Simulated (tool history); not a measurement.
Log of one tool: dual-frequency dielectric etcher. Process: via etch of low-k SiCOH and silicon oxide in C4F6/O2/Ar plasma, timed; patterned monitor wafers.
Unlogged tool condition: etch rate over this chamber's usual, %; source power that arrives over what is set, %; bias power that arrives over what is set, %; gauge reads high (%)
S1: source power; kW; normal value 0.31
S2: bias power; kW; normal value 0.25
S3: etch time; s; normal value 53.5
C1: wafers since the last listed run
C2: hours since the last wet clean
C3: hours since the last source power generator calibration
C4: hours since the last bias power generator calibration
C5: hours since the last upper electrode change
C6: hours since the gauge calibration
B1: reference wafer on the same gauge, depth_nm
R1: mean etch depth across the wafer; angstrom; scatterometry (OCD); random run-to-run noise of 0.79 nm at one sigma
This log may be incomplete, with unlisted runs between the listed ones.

run,hour,S1,S2,S3,C1,C2,C3,C4,C5,C6,B1,R1
1,0,0.31,0.217,53.5,0,359.9,3190.8,3121.1,2563.4,176.6,187,1543
2,17.2,0.31,0.217,53.5,194,377.1,3208,3138.3,2580.6,193.8,187,1542
3,26.7,0.33,0.211,53.5,107,386.6,3217.5,3147.8,2590.1,203.3,186.7,1578
4,40.7,0.33,0.211,53.5,158,400.6,3231.5,3161.8,2604.1,217.3,187.1,1572
5,53.9,0.33,0.211,53.5,149,413.8,3244.7,3175,2617.3,230.5,187,1554
6,67,0.31,0.25,53.5,148,426.9,3257.8,3188.1,2630.4,243.6,187,1658
7,77.1,0.31,0.25,53.5,114,437,3267.9,3198.2,2640.5,253.7,187,1654
8,92.3,0.31,0.25,53.5,172,452.2,3283.1,3213.4,2655.7,268.9,187,1645
9,108.3,0.31,0.25,65,181,468.2,3299.1,3229.4,2671.7,284.9,187.1,1985
# hour 120.2: source power generator calibrated
10,121.7,0.31,0.25,65,106,481.6,1.5,3242.8,2685.1,298.3,187.1,2028
11,138.5,0.31,0.25,65,190,498.4,18.3,3259.6,2701.9,315.1,187,2009
12,156.1,0.31,0.25,61,199,516,35.9,3277.2,2719.5,332.7,187,1884
13,169.5,0.31,0.25,61,151,529.4,49.3,3290.6,2732.9,346.1,187.3,1879
# hour 175.9: gauge calibrated
# hour 180.6: bias power generator calibrated
14,186,0.31,0.281,53.5,141,545.9,65.8,5.4,2749.4,10.1,187,1730
# hour 217.1: wet clean of the chamber
# hour 220.5: upper electrode replaced
15,221,0.26,0.25,53.5,86,3.9,100.8,40.4,0.5,45.1,186.8,1523

Predict the results of run 16:
16,221.3,0.31,0.25,44.5,3,4.2,101.1,40.7,0.8,45.4,?,?

B1: 187.1
R1: 1362 angstrom
With no hidden state in the tool, this same run would have given R1 1362 angstrom.
